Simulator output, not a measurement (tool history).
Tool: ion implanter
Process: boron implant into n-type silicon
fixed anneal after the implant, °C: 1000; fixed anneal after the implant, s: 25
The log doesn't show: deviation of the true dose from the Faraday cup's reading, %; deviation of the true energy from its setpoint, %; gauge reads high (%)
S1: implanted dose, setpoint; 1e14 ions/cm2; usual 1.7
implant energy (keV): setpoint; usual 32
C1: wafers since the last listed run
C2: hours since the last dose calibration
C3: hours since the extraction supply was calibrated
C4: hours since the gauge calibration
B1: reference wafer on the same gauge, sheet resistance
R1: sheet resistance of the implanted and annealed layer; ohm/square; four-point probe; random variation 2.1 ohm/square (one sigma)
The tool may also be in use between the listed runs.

{"run": 1, "hour": 0.0, "S1": 1.7, "implant energy (keV)": 26.5, "C1": 0, "C2": 263.1, "C3": 5172.3, "C4": 277.6, "B1": 576.13, "R1": 510.12}
{"run": 2, "hour": 22.4, "S1": 1.7, "implant energy (keV)": 26.5, "C1": 927, "C2": 285.5, "C3": 5194.7, "C4": 300, "B1": 576.81, "R1": 512.48}
{"run": 3, "hour": 54.1, "S1": 1.98, "implant energy (keV)": 38, "C1": 1312, "C2": 317.2, "C3": 5226.4, "C4": 331.7, "B1": 576.4, "R1": 432.15}
{"run": 4, "hour": 68.2, "S1": 1.98, "implant energy (keV)": 38, "C1": 583, "C2": 331.3, "C3": 5240.5, "C4": 345.8, "B1": 577.2, "R1": 430.02}
{"run": 5, "hour": 103.6, "S1": 1.7, "implant energy (keV)": 40, "C1": 1466, "C2": 366.7, "C3": 5275.9, "C4": 381.2, "B1": 576.87, "R1": 475.55}
{"run": 6, "hour": 166.2, "S1": 1.7, "implant energy (keV)": 32, "C1": 2592, "C2": 429.3, "C3": 5338.5, "C4": 443.8, "B1": 576.87, "R1": 497.14}
{"run": 7, "hour": 201.7, "S1": 1.7, "implant energy (keV)": 32, "C1": 1470, "C2": 464.8, "C3": 5374, "C4": 479.3, "B1": 577.08, "R1": 500.86}
{"run": 8, "hour": 216.9, "S1": 1.51, "implant energy (keV)": 35.5, "C1": 629, "C2": 480, "C3": 5389.2, "C4": 494.5, "B1": 577.76, "R1": 533.45}
{"run": 9, "hour": 250.3, "S1": 1.7, "implant energy (keV)": 32, "C1": 1383, "C2": 513.4, "C3": 5422.6, "C4": 527.9, "B1": 577.09, "R1": 498.06}
{"run": 10, "hour": 281.4, "S1": 1.7, "implant energy (keV)": 32, "C1": 1288, "C2": 544.5, "C3": 5453.7, "C4": 559, "B1": 577.35, "R1": 495.34}
{"run": 11, "hour": 304.0, "S1": 1.7, "implant energy (keV)": 32, "C1": 936, "C2": 567.1, "C3": 5476.3, "C4": 581.6, "B1": 576.82, "R1": 499.95}
{"run": 12, "hour": 328.4, "S1": 1.7, "implant energy (keV)": 27.5, "C1": 1010, "C2": 591.5, "C3": 5500.7, "C4": 606, "B1": 577.13, "R1": 512.66}
{"hour": 349.1, "done": "extraction supply calibrated"}
{"run": 13, "hour": 353.2, "S1": 2.14, "implant energy (keV)": 24, "C1": 695, "C2": 616.3, "C3": 4.1, "C4": 630.8, "B1": 576.65, "R1": 433.69}
{"run": 14, "hour": 367.9, "S1": 1.27, "implant energy (keV)": 23, "C1": 608, "C2": 631, "C3": 18.8, "C4": 645.5, "B1": 577.54, "R1": 655.53}
{"hour": 380.7, "done": "gauge calibrated"}
{"run": 15, "hour": 385.9, "S1": 2.12, "implant energy (keV)": 42, "C1": 745, "C2": 649, "C3": 36.8, "C4": 5.2, "B1": 576.6, "R1": 407.43}
{"run": 16, "hour": 421.0, "S1": 1.7, "implant energy (keV)": 32, "C1": 1453, "C2": 684.1, "C3": 71.9, "C4": 40.3, "B1": 577.32, "R1": 502.62}
{"run": 17, "hour": 449.3, "S1": 1.43, "implant energy (keV)": 35, "C1": 1172, "C2": 712.4, "C3": 100.2, "C4": 68.6, "B1": 576.91, "R1": 563.54}
{"run": 18, "hour": 476.0, "S1": 1.7, "implant energy (keV)": 32, "C1": 1105, "C2": 739.1, "C3": 126.9, "C4": 95.3, "B1": 577.69, "R1": 501.15}
{"run": 19, "hour": 506.1, "S1": 1.7, "implant energy (keV)": 37, "C1": 1246, "C2": 769.2, "C3": 157, "C4": 125.4, "B1": 576.95, "R1": 493.2}
{"run": 20, "hour": 519.7, "S1": 1.31, "implant energy (keV)": 21, "C1": 563, "C2": 782.8, "C3": 170.6, "C4": 139, "B1": 577.02, "R1": 657.19}
{"run": 21, "hour": 551.3, "S1": 1.37, "implant energy (keV)": 32, "C1": 1308, "C2": 814.4, "C3": 202.2, "C4": 170.6, "B1": 577.42, "R1": 591.21}
{"hour": 565.0, "done": "Faraday cup replaced and dose calibrated"}
{"run": 22, "hour": 583.2, "S1": 2.12, "implant energy (keV)": 32, "C1": 989, "C2": 18.2, "C3": 234.1, "C4": 202.5, "B1": 577.59, "R1": 416.61}
{"run": 23, "hour": 613.7, "S1": 1.26, "implant energy (keV)": 26, "C1": 1263, "C2": 48.7, "C3": 264.6, "C4": 233, "B1": 577.2, "R1": 643.16}
{"run": 24, "hour": 641.9, "S1": 1.23, "implant energy (keV)": 32, "C1": 1167, "C2": 76.9, "C3": 292.8, "C4": 261.2, "B1": 577.57, "R1": 627.52}
{"run": 25, "hour": 675.7, "S1": 2.12, "implant energy (keV)": 24.5, "C1": 1399, "C2": 110.7, "C3": 326.6, "C4": 295, "B1": 577.38, "R1": 430.5}
{"run": 26, "hour": 698.6, "S1": 1.2, "implant energy (keV)": 41, "C1": 948, "C2": 133.6, "C3": 349.5, "C4": 317.9, "B1": 576.32, "R1": 610.97}
{"run": 27, "hour": 729.9, "S1": 1.7, "implant energy (keV)": 26.5, "C1": 1296, "C2": 164.9, "C3": 380.8, "C4": 349.2, "B1": 577.29, "R1": 512.18}
{"run": 28, "hour": 752.6, "S1": 1.98, "implant energy (keV)": 38, "C1": 940, "C2": 187.6, "C3": 403.5, "C4": 371.9, "B1": 577.02, "R1": 431.43}
{"run": 29, "hour": 779.5, "S1": 2.04, "implant energy (keV)": 32, "C1": 1114, "C2": 214.5, "C3": 430.4, "C4": 398.8, "B1": 576.85, "R1": 434.04}
{"run": 30, "hour": 848.8, "S1": 1.7, "implant energy (keV)": 32, "C1": 2870, "C2": 283.8, "C3": 499.7, "C4": 468.1, "B1": 577.27, "R1": 500.16}
{"run": 31, "hour": 861.7, "S1": 1.7, "implant energy (keV)": 32, "C1": 534, "C2": 296.7, "C3": 512.6, "C4": 481, "B1": 576.74, "R1": 501.46}
{"run": 32, "hour": 880.5, "S1": 1.7, "implant energy (keV)": 32, "C1": 778, "C2": 315.5, "C3": 531.4, "C4": 499.8, "B1": 577.34, "R1": 502.25}
{"run": 33, "hour": 919.6, "S1": 1.7, "implant energy (keV)": 26, "C1": 1619, "C2": 354.6, "C3": 570.5, "C4": 538.9, "B1": 577.51, "R1": 519.65}
{"run": 34, "hour": 937.4, "S1": 1.7, "implant energy (keV)": 23.5, "C1": 737, "C2": 372.4, "C3": 588.3, "C4": 556.7, "B1": 576.61, "R1": 527.88}
{"run": 35, "hour": 958.4, "S1": 2.16, "implant energy (keV)": 40, "C1": 869, "C2": 393.4, "C3": 609.3, "C4": 577.7, "B1": 576.87, "R1": 408.81}
{"run": 36, "hour": 989.6, "S1": 1.7, "implant energy (keV)": 25.5, "C1": 1292, "C2": 424.6, "C3": 640.5, "C4": 608.9, "B1": 577.34, "R1": 521.54}

How the hidden state differs across the entries between the runs, from the last listed run before each to the first after it:
Between runs 12 and 13: extraction supply calibrated (hour 349.1)
  deviation of the true dose from the Faraday cup's reading, %: -2.66 -> -2.81
  measured less the result without the state, R1: +10.4 -> +9.6 ohm/square
Between runs 14 and 15: gauge calibrated (hour 380.7)
  deviation of the true dose from the Faraday cup's reading, %: -2.9 -> -3.01
  measured less the result without the state, R1: +14.45 -> +9.04 ohm/square
Between runs 21 and 22: Faraday cup replaced and dose calibrated (hour 565)
  deviation of the true dose from the Faraday cup's reading, %: -4.04 -> -1
  measured less the result without the state, R1: +17.55 -> +3.18 ohm/square
